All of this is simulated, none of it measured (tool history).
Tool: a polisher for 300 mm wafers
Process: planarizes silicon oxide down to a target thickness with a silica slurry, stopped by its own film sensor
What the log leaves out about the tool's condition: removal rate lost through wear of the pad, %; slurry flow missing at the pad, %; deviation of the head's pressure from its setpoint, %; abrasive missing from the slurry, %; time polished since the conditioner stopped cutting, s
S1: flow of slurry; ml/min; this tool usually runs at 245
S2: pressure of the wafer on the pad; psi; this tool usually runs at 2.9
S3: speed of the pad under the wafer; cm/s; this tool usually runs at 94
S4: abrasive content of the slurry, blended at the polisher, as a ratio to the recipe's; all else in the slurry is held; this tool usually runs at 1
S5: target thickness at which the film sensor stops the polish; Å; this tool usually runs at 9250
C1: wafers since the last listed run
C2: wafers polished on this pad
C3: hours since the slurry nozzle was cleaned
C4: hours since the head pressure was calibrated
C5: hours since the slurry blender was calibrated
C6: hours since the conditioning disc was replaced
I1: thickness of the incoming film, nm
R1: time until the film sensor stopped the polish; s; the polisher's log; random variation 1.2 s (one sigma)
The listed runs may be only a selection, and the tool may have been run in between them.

run 1 hour=0 | S1=245 S2=2.9 S3=94 S4=0.9 S5=9250 | C1=0 C2=1776 C3=59.7 C4=101.3 C5=253.9 C6=171 | I1=1042.2 | R1=76.1
run 2 hour=26.1 | S1=245 S2=2.9 S3=94 S4=0.9 S5=9250 | C1=174 C2=1951 C3=85.8 C4=127.4 C5=280 C6=197.1 | I1=1055.1 | R1=86.4
run 3 hour=79.7 | S1=245 S2=2.9 S3=94 S4=1 S5=9250 | C1=359 C2=2310 C3=139.4 C4=181 C5=333.6 C6=250.7 | I1=1050 | R1=80.6
-- hour=86.8 worn pad replaced by a new one
-- hour=98.7 slurry blender recalibrated
run 4 hour=128.6 | S1=245 S2=2.9 S3=94 S4=1 S5=9250 | C1=287 C2=267 C3=188.3 C4=229.9 C5=29.9 C6=299.6 | I1=1058.6 | R1=73
run 5 hour=169.6 | S1=245 S2=2.9 S3=94 S4=1 S5=9250 | C1=274 C2=541 C3=229.3 C4=270.9 C5=70.9 C6=340.6 | I1=1041 | R1=65.5
-- hour=205.5 conditioning disc replaced and pad reconditioned
run 6 hour=214.1 | S1=245 S2=2.9 S3=94 S4=1 S5=9250 | C1=284 C2=826 C3=273.8 C4=315.4 C5=115.4 C6=8.6 | I1=1049.9 | R1=72.1
run 7 hour=255 | S1=245 S2=2.9 S3=94 S4=1 S5=9250 | C1=274 C2=1100 C3=314.7 C4=356.3 C5=156.3 C6=49.5 | I1=1073.6 | R1=88.4
-- hour=300.2 slurry nozzle cleaned
run 8 hour=320.6 | S1=275 S2=2.9 S3=94 S4=1 S5=9250 | C1=432 C2=1533 C3=20.4 C4=421.9 C5=221.9 C6=115.1 | I1=1052.2 | R1=77.1
run 9 hour=353 | S1=245 S2=2.6 S3=84 S4=1 S5=9250 | C1=217 C2=1750 C3=52.8 C4=454.3 C5=254.3 C6=147.5 | I1=1047 | R1=91.1
run 10 hour=409.9 | S1=175 S2=2.9 S3=122 S4=0.8 S5=9100 | C1=381 C2=2132 C3=109.7 C4=511.2 C5=311.2 C6=204.4 | I1=1039.9 | R1=81.1
-- hour=421.4 slurry blender recalibrated
-- hour=455.9 worn pad replaced by a new one
run 11 hour=458.1 | S1=200 S2=2.2 S3=94 S4=1 S5=8890 | C1=282 C2=14 C3=157.9 C4=559.4 C5=36.7 C6=252.6 | I1=1030.6 | R1=104.1
run 12 hour=510.6 | S1=245 S2=2.9 S3=94 S4=0.9 S5=9250 | C1=351 C2=366 C3=210.4 C4=611.9 C5=89.2 C6=305.1 | I1=1036.6 | R1=66.3
-- hour=549.2 conditioning disc replaced and pad reconditioned
-- hour=571.3 head pressure recalibrated
run 13 hour=574.8 | S1=245 S2=2.9 S3=94 S4=1 S5=9250 | C1=403 C2=770 C3=274.6 C4=3.5 C5=153.4 C6=25.6 | I1=1042.7 | R1=69.8
run 14 hour=607.9 | S1=245 S2=2.9 S3=74 S4=1 S5=9360 | C1=221 C2=992 C3=307.7 C4=36.6 C5=186.5 C6=58.7 | I1=1042.5 | R1=75.7
run 15 hour=663.4 | S1=245 S2=2.9 S3=94 S4=1 S5=9250 | C1=371 C2=1364 C3=363.2 C4=92.1 C5=242 C6=114.2 | I1=1071.7 | R1=88.8
-- hour=678.2 slurry nozzle cleaned
run 16 hour=693.6 | S1=210 S2=2.9 S3=94 S4=1 S5=9250 | C1=195 C2=1559 C3=15.4 C4=122.3 C5=272.2 C6=144.4 | I1=1051.8 | R1=79.4
run 17 hour=740.1 | S1=245 S2=2.9 S3=94 S4=1 S5=9250 | C1=311 C2=1871 C3=61.9 C4=168.8 C5=318.7 C6=190.9 | I1=1053.7 | R1=80.4
-- hour=793.1 slurry blender recalibrated
run 18 hour=805.2 | S1=245 S2=2.1 S3=102 S4=1.25 S5=9510 | C1=422 C2=2294 C3=127 C4=233.9 C5=12.1 C6=256 | I1=1053.2 | R1=67.1
-- hour=809.7 worn pad replaced by a new one
-- hour=863.7 conditioning disc replaced and pad reconditioned
run 19 hour=872.4 | S1=310 S2=2.6 S3=94 S4=1 S5=9250 | C1=410 C2=406 C3=194.2 C4=301.1 C5=79.3 C6=8.7 | I1=1053.6 | R1=79.9
run 20 hour=940.5 | S1=205 S2=3.3 S3=110 S4=1.2 S5=9250 | C1=456 C2=863 C3=262.3 C4=369.2 C5=147.4 C6=76.8 | I1=1053 | R1=53.7
run 21 hour=990.6 | S1=245 S2=2.2 S3=94 S4=1 S5=9250 | C1=335 C2=1198 C3=312.4 C4=419.3 C5=197.5 C6=126.9 | I1=1049 | R1=101.1
run 22 hour=1017.1 | S1=245 S2=2.9 S3=94 S4=0.85 S5=9250 | C1=177 C2=1376 C3=338.9 C4=445.8 C5=224 C6=153.4 | I1=1052.2 | R1=86.1
-- hour=1050.4 slurry nozzle cleaned
run 23 hour=1052.7 | S1=245 S2=2.4 S3=94 S4=1.2 S5=9250 | C1=231 C2=1608 C3=2.3 C4=481.4 C5=259.6 C6=189 | I1=1026.2 | R1=71.6
-- hour=1091.3 slurry blender recalibrated
run 24 hour=1091.8 | S1=205 S2=2.9 S3=84 S4=1 S5=9090 | C1=248 C2=1857 C3=41.4 C4=520.5 C5=0.5 C6=228.1 | I1=1059.9 | R1=88.8
-- hour=1148 worn pad replaced by a new one
run 25 hour=1155.7 | S1=205 S2=2.3 S3=66 S4=1 S5=9470 | C1=401 C2=51 C3=105.3 C4=584.4 C5=64.4 C6=292 | I1=1065 | R1=108.6
-- hour=1190.8 head pressure recalibrated
run 26 hour=1204.1 | S1=245 S2=2.9 S3=94 S4=1 S5=9110 | C1=310 C2=362 C3=153.7 C4=13.3 C5=112.8 C6=340.4 | I1=1041.2 | R1=72.3

Here are 3 independent what-if runs from the current tool condition. What would each one return?
run A hour=1204.5 | S1=245 S2=2.9 S3=94 S4=1 S5=9520 | C1=2 C2=364 C3=154.1 C4=13.7 C5=113.2 C6=340.8 | I1=1060.5 | R1=?
run B hour=1204.5 | S1=220 S2=2.9 S3=94 S4=0.8 S5=9250 | C1=2 C2=364 C3=154.1 C4=13.7 C5=113.2 C6=340.8 | I1=1060.5 | R1=?
run C hour=1204.5 | S1=205 S2=3.3 S3=118 S4=1 S5=9440 | C1=2 C2=364 C3=154.1 C4=13.7 C5=113.2 C6=340.8 | I1=1060.5 | R1=?

run=A R1=61.3
run=B R1=87.4
run=C R1=49.4
Without the tool's hidden state the same runs would have given:
run=A R1=57.5
run=B R1=81.4
run=C R1=46.4
